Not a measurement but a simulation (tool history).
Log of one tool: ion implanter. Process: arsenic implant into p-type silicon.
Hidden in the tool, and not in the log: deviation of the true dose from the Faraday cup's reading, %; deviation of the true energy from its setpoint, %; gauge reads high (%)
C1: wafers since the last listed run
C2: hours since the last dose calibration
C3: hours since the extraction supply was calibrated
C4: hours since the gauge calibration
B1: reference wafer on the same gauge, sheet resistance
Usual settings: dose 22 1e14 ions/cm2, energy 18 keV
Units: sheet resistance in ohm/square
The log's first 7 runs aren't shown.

{"run": 8, "hour": 173.2, "dose": 17.72, "energy": 14, "C1": 699, "C2": 647.2, "C3": 4533.7, "C4": 290.3, "B1": 97.95, "sheet resistance": 126.62}
{"run": 9, "hour": 200.2, "dose": 22, "energy": 18, "C1": 609, "C2": 674.2, "C3": 4560.7, "C4": 317.3, "B1": 98.01, "sheet resistance": 111.7}
{"run": 10, "hour": 233.4, "dose": 22, "energy": 18, "C1": 749, "C2": 707.4, "C3": 4593.9, "C4": 350.5, "B1": 98.02, "sheet resistance": 112}
{"run": 11, "hour": 249.7, "dose": 22, "energy": 18, "C1": 367, "C2": 723.7, "C3": 4610.2, "C4": 366.8, "B1": 98.02, "sheet resistance": 112.13}
{"run": 12, "hour": 274.0, "dose": 22, "energy": 22, "C1": 548, "C2": 748, "C3": 4634.5, "C4": 391.1, "B1": 98.01, "sheet resistance": 102.43}
{"hour": 286.7, "done": "Faraday cup replaced and dose calibrated"}
{"run": 13, "hour": 293.6, "dose": 22, "energy": 18, "C1": 261, "C2": 6.9, "C3": 4654.1, "C4": 410.7, "B1": 98, "sheet resistance": 113.52}
{"run": 14, "hour": 364.8, "dose": 18.87, "energy": 15, "C1": 1606, "C2": 78.1, "C3": 4725.3, "C4": 481.9, "B1": 98.02, "sheet resistance": 124.26}
{"run": 15, "hour": 391.8, "dose": 18.87, "energy": 15, "C1": 609, "C2": 105.1, "C3": 4752.3, "C4": 508.9, "B1": 97.95, "sheet resistance": 123.81}
{"run": 16, "hour": 426.0, "dose": 16.82, "energy": 14.5, "C1": 771, "C2": 139.3, "C3": 4786.5, "C4": 543.1, "B1": 97.99, "sheet resistance": 127.84}
{"run": 17, "hour": 450.3, "dose": 22, "energy": 18, "C1": 548, "C2": 163.6, "C3": 4810.8, "C4": 567.4, "B1": 97.96, "sheet resistance": 113.2}
{"run": 18, "hour": 467.0, "dose": 20.02, "energy": 23, "C1": 376, "C2": 180.3, "C3": 4827.5, "C4": 584.1, "B1": 97.98, "sheet resistance": 102.61}
{"run": 19, "hour": 488.1, "dose": 25.37, "energy": 14.5, "C1": 476, "C2": 201.4, "C3": 4848.6, "C4": 605.2, "B1": 97.95, "sheet resistance": 120.68}
{"run": 20, "hour": 509.6, "dose": 19.26, "energy": 24, "C1": 485, "C2": 222.9, "C3": 4870.1, "C4": 626.7, "B1": 97.97, "sheet resistance": 101.25}
{"run": 21, "hour": 539.4, "dose": 17.17, "energy": 16.5, "C1": 672, "C2": 252.7, "C3": 4899.9, "C4": 656.5, "B1": 97.97, "sheet resistance": 121.16}
{"hour": 571.3, "done": "Faraday cup replaced and dose calibrated, repeated, since the last time left the tool worse"}
{"run": 22, "hour": 573.4, "dose": 17.66, "energy": 22, "C1": 586, "C2": 2.1, "C3": 4933.9, "C4": 690.5, "B1": 97.96, "sheet resistance": 106.29}
{"hour": 591.2, "done": "gauge calibrated"}
{"run": 23, "hour": 609.0, "dose": 17.17, "energy": 16.5, "C1": 803, "C2": 37.7, "C3": 4969.5, "C4": 17.8, "B1": 98.06, "sheet resistance": 120.6}
{"run": 24, "hour": 638.0, "dose": 17.19, "energy": 20, "C1": 654, "C2": 66.7, "C3": 4998.5, "C4": 46.8, "B1": 98.01, "sheet resistance": 111.16}
{"run": 25, "hour": 653.0, "dose": 22, "energy": 18, "C1": 338, "C2": 81.7, "C3": 5013.5, "C4": 61.8, "B1": 98, "sheet resistance": 112.45}
{"run": 26, "hour": 681.4, "dose": 22, "energy": 18, "C1": 640, "C2": 110.1, "C3": 5041.9, "C4": 90.2, "B1": 97.97, "sheet resistance": 112.35}
{"run": 27, "hour": 694.8, "dose": 16.6, "energy": 20, "C1": 302, "C2": 123.5, "C3": 5055.3, "C4": 103.6, "B1": 97.98, "sheet resistance": 112.02}
{"hour": 718.2, "done": "extraction supply calibrated"}
{"run": 28, "hour": 727.0, "dose": 22, "energy": 18, "C1": 546, "C2": 155.7, "C3": 8.8, "C4": 135.8, "B1": 98.02, "sheet resistance": 111.87}

The next listed run, before its measurement:
{"run": 29, "hour": 750.6, "dose": 24.29, "energy": 19.5, "C1": 532, "C2": 179.3, "C3": 32.4, "C4": 159.4, "B1": "?", "sheet resistance": "?"}

Run 29 gave B1 98.02, sheet resistance 107.37 ohm/square.
Without the tool's hidden state the same run would have given sheet resistance 107.58 ohm/square.
